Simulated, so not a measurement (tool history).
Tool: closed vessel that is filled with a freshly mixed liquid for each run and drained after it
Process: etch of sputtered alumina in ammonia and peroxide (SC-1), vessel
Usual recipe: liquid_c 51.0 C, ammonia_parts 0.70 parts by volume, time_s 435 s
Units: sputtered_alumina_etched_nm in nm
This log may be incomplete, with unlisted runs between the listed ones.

| run | hour | liquid_c | ammonia_parts | time_s | wafers since the last listed run | hours since the thermometer was replaced | hours since the ammonia flow meter was replaced | hours since the drum of ammonia solution was connected | hours since the gauge calibration | read-back film thickness of the sputtered alumina reference wafer, read on the same gauge (nm) | sputtered_alumina_etched_nm |
|---|---|---|---|---|---|---|---|---|---|---|---|
| 1 | 0.0 | 51.0 | 0.70 | 435 | 0 | 174.1 | 742.2 | 362.3 | 2336.6 | 110.02 | 19.73 |
| 2 | 47.6 | 51.0 | 0.70 | 435 | 4120 | 221.7 | 789.8 | 409.9 | 2384.2 | 109.99 | 19.77 |
| 3 | 102.7 | 43.5 | 0.70 | 305 | 4769 | 276.8 | 844.9 | 465.0 | 2439.3 | 110.00 | 9.13 |
|  | 136.1 | gauge calibrated |
| 4 | 146.4 | 54.5 | 0.50 | 335 | 3782 | 320.5 | 888.6 | 508.7 | 10.3 | 109.98 | 17.89 |
| 5 | 189.1 | 51.0 | 0.50 | 625 | 3696 | 363.2 | 931.3 | 551.4 | 53.0 | 110.01 | 27.53 |
| 6 | 246.5 | 51.0 | 0.70 | 340 | 4968 | 420.6 | 988.7 | 608.8 | 110.4 | 110.02 | 15.54 |
| 7 | 307.7 | 47.0 | 0.70 | 435 | 5297 | 481.8 | 1049.9 | 670.0 | 171.6 | 110.00 | 15.94 |
| 8 | 376.2 | 48.0 | 0.40 | 355 | 5929 | 550.3 | 1118.4 | 738.5 | 240.1 | 109.97 | 13.23 |
| 9 | 400.9 | 51.0 | 0.70 | 435 | 2138 | 575.0 | 1143.1 | 763.2 | 264.8 | 110.00 | 19.86 |
|  | 403.7 | ammonia flow meter replaced |
| 10 | 468.6 | 51.0 | 0.70 | 435 | 5773 | 642.7 | 64.9 | 830.9 | 332.5 | 110.02 | 20.09 |
|  | 530.4 | new drum of ammonia solution connected |
| 11 | 530.9 | 51.0 | 0.70 | 435 | 5306 | 705.0 | 127.2 | 0.5 | 394.8 | 110.02 | 19.88 |
| 12 | 603.9 | 51.0 | 0.70 | 435 | 6318 | 778.0 | 200.2 | 73.5 | 467.8 | 109.99 | 19.86 |
| 13 | 634.6 | 53.5 | 0.90 | 570 | 2657 | 808.7 | 230.9 | 104.2 | 498.5 | 109.99 | 30.62 |
| 14 | 678.4 | 51.0 | 0.70 | 435 | 3791 | 852.5 | 274.7 | 148.0 | 542.3 | 110.03 | 20.03 |
| 15 | 740.7 | 41.5 | 0.60 | 545 | 5392 | 914.8 | 337.0 | 210.3 | 604.6 | 110.01 | 14.40 |
| 16 | 776.8 | 41.5 | 0.70 | 295 | 3124 | 950.9 | 373.1 | 246.4 | 640.7 | 110.02 | 8.02 |
| 17 | 807.2 | 53.5 | 0.90 | 570 | 2631 | 981.3 | 403.5 | 276.8 | 671.1 | 109.97 | 31.07 |
| 18 | 843.2 | 51.0 | 0.70 | 435 | 3116 | 1017.3 | 439.5 | 312.8 | 707.1 | 109.98 | 20.10 |
| 19 | 902.1 | 53.5 | 0.35 | 675 | 5098 | 1076.2 | 498.4 | 371.7 | 766.0 | 109.99 | 33.39 |
| 20 | 944.1 | 51.0 | 0.70 | 435 | 3635 | 1118.2 | 540.4 | 413.7 | 808.0 | 109.98 | 20.08 |
| 21 | 982.1 | 61.0 | 0.45 | 545 | 3289 | 1156.2 | 578.4 | 451.7 | 846.0 | 110.00 | 41.16 |
| 22 | 1036.1 | 53.5 | 0.85 | 335 | 4674 | 1210.2 | 632.4 | 505.7 | 900.0 | 110.01 | 18.09 |
| 23 | 1070.4 | 54.5 | 0.50 | 335 | 2968 | 1244.5 | 666.7 | 540.0 | 934.3 | 110.00 | 18.00 |
| 24 | 1136.3 | 51.0 | 0.70 | 435 | 5704 | 1310.4 | 732.6 | 605.9 | 1000.2 | 110.03 | 20.22 |
| 25 | 1168.2 | 56.5 | 0.70 | 680 | 2761 | 1342.3 | 764.5 | 637.8 | 1032.1 | 110.00 | 42.29 |
| 26 | 1208.1 | 54.0 | 0.70 | 635 | 3453 | 1382.2 | 804.4 | 677.7 | 1072.0 | 109.97 | 34.66 |
| 27 | 1249.2 | 41.0 | 0.95 | 435 | 3557 | 1423.3 | 845.5 | 718.8 | 1113.1 | 109.99 | 11.85 |

Consider 5 possible next runs. They are alternatives, not a sequence: every one starts from the tool as it was left by run 27. What does each give?
| A | 1250.0 | 51.0 | 0.70 | 435 | 69 | 1424.1 | 846.3 | 719.6 | 1113.9 | ? | ? |
| B | 1250.0 | 42.0 | 0.90 | 590 | 69 | 1424.1 | 846.3 | 719.6 | 1113.9 | ? | ? |
| C | 1250.0 | 44.5 | 0.50 | 435 | 69 | 1424.1 | 846.3 | 719.6 | 1113.9 | ? | ? |
| D | 1250.0 | 44.0 | 0.45 | 575 | 69 | 1424.1 | 846.3 | 719.6 | 1113.9 | ? | ? |
| E | 1250.0 | 59.5 | 0.55 | 670 | 69 | 1424.1 | 846.3 | 719.6 | 1113.9 | ? | ? |

| run | read-back film thickness of the sputtered alumina reference wafer, read on the same gauge (nm) | sputtered_alumina_etched_nm |
|---|---|---|
| A | 109.99 | 20.48 |
| B | 109.99 | 17.17 |
| C | 109.99 | 13.81 |
| D | 109.99 | 17.57 |
| E | 109.99 | 48.29 |
With no hidden state in the tool, these same runs would have given:
| run | sputtered_alumina_etched_nm |
|---|---|
| A | 19.77 |
| B | 16.54 |
| C | 13.32 |
| D | 16.94 |
| E | 46.73 |

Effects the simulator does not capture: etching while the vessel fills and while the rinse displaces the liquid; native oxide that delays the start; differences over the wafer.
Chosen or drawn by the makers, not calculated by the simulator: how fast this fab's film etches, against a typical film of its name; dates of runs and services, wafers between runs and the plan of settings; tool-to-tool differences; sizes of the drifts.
